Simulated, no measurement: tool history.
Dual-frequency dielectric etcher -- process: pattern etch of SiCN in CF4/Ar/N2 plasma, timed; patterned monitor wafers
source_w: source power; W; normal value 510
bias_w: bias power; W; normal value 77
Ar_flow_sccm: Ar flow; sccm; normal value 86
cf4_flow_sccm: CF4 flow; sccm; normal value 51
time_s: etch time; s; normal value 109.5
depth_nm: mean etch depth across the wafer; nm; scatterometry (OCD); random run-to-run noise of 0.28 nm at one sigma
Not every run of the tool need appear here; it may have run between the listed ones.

run	hour	source_w	bias_w	Ar_flow_sccm	cf4_flow_sccm	time_s	wafers since the last listed run	hours since the last wet clean	hours since the last source power generator calibration	hours since the last bias power generator calibration	hours since the last Ar flow controller change	hours since the last CF4 flow controller change	hours since the last upper electrode change	hours since the gauge calibration	read-back reference wafer on the same gauge, depth_nm	depth_nm
1	0	510	87	102	51	109.5	0	25.2	1876.1	3887.8	0.5	4929.7	4900.8	523.4	104.2	103.8
2	26.1	510	77	86	51	109.5	233	51.3	1902.2	3913.9	26.6	4955.8	4926.9	549.5	104.2	99.4
3	76.4	510	77	86	51	109.5	449	101.6	1952.5	3964.2	76.9	5006.1	4977.2	599.8	104.1	98.5
# hour 148.8: upper electrode replaced
4	149.3	510	77	86	51	109.5	436	174.5	2025.4	4037.1	149.8	5079	0.5	672.7	104	98.7
5	170.9	510	77	86	51	109.5	192	196.1	2047	4058.7	171.4	5100.6	22.1	694.3	103.9	98.6
6	231.4	570	77	105	51	109.5	540	256.6	2107.5	4119.2	231.9	5161.1	82.6	754.8	104	107.2
# hour 282.5: CF4 flow controller replaced
7	292.8	510	77	86	51	109.5	494	318	2168.9	4180.6	293.3	10.3	144	816.2	103.8	99
# hour 334: wet clean of the chamber
# hour 428.4: bias power generator calibrated
8	441.4	540	69	96	51	79.5	1077	107.4	2317.5	13	441.9	158.9	292.6	964.8	103.6	70
9	498	510	77	86	44	109.5	505	164	2374.1	69.6	498.5	215.5	349.2	1021.4	103.6	97.5
10	529.6	510	77	86	51	109.5	282	195.6	2405.7	101.2	530.1	247.1	380.8	1053	103.6	98.6
11	576.5	510	77	86	62	109.5	419	242.5	2452.6	148.1	577	294	427.7	1099.9	103.7	100.7
12	607.7	510	68	65	51	109.5	278	273.7	2483.8	179.3	608.2	325.2	458.9	1131.1	103.6	95.9
# hour 682.8: wet clean of the chamber
13	683.3	510	77	86	40	109.5	461	0.5	2559.4	254.9	683.8	400.8	534.5	1206.7	103.5	96.2
# hour 687: gauge calibrated
# hour 704.6: source power generator calibrated
14	728.3	510	64	86	51	109.5	366	45.5	23.7	299.9	728.8	445.8	579.5	41.3	106	90.2
15	785.6	510	77	73	51	129.5	511	102.8	81	357.2	786.1	503.1	636.8	98.6	105.6	121.7
16	866.7	510	77	97	51	109.5	724	183.9	162.1	438.3	867.2	584.2	717.9	179.7	105.3	98.4
17	924.7	510	77	86	51	109.5	518	241.9	220.1	496.3	925.2	642.2	775.9	237.7	105.1	100.2
18	953.8	480	77	86	51	109.5	260	271	249.2	525.4	954.3	671.3	805	266.8	105	93.8
# hour 1031.4: wet clean of the chamber
19	1031.9	510	77	86	63	134.5	483	0.5	327.3	603.5	1032.4	749.4	883.1	344.9	104.8	125
20	1052.5	510	95	86	61	109.5	184	21.1	347.9	624.1	1053	770	903.7	365.5	104.7	113.6

Predict each of these 5 candidate next runs independently; none follows another, all start after run 20:
A	1052.9	510	77	86	51	139	3	21.5	348.3	624.5	1053.4	770.4	904.1	365.9	?	?
B	1052.9	510	86	93	51	109.5	3	21.5	348.3	624.5	1053.4	770.4	904.1	365.9	?	?
C	1052.9	510	89	79	51	109.5	3	21.5	348.3	624.5	1053.4	770.4	904.1	365.9	?	?
D	1052.9	510	77	86	51	83	3	21.5	348.3	624.5	1053.4	770.4	904.1	365.9	?	?
E	1052.9	510	77	72	51	109.5	3	21.5	348.3	624.5	1053.4	770.4	904.1	365.9	?	?

run	read-back reference wafer on the same gauge, depth_nm	depth_nm
A	104.7	126.4
B	104.7	104.7
C	104.7	109.3
D	104.7	75.5
E	104.7	102.3
The same runs, with their run-to-run variation unchanged, on a tool lacking any hidden condition would have given:
run	depth_nm
A	127.9
B	106
C	110.6
D	76.4
E	103.5

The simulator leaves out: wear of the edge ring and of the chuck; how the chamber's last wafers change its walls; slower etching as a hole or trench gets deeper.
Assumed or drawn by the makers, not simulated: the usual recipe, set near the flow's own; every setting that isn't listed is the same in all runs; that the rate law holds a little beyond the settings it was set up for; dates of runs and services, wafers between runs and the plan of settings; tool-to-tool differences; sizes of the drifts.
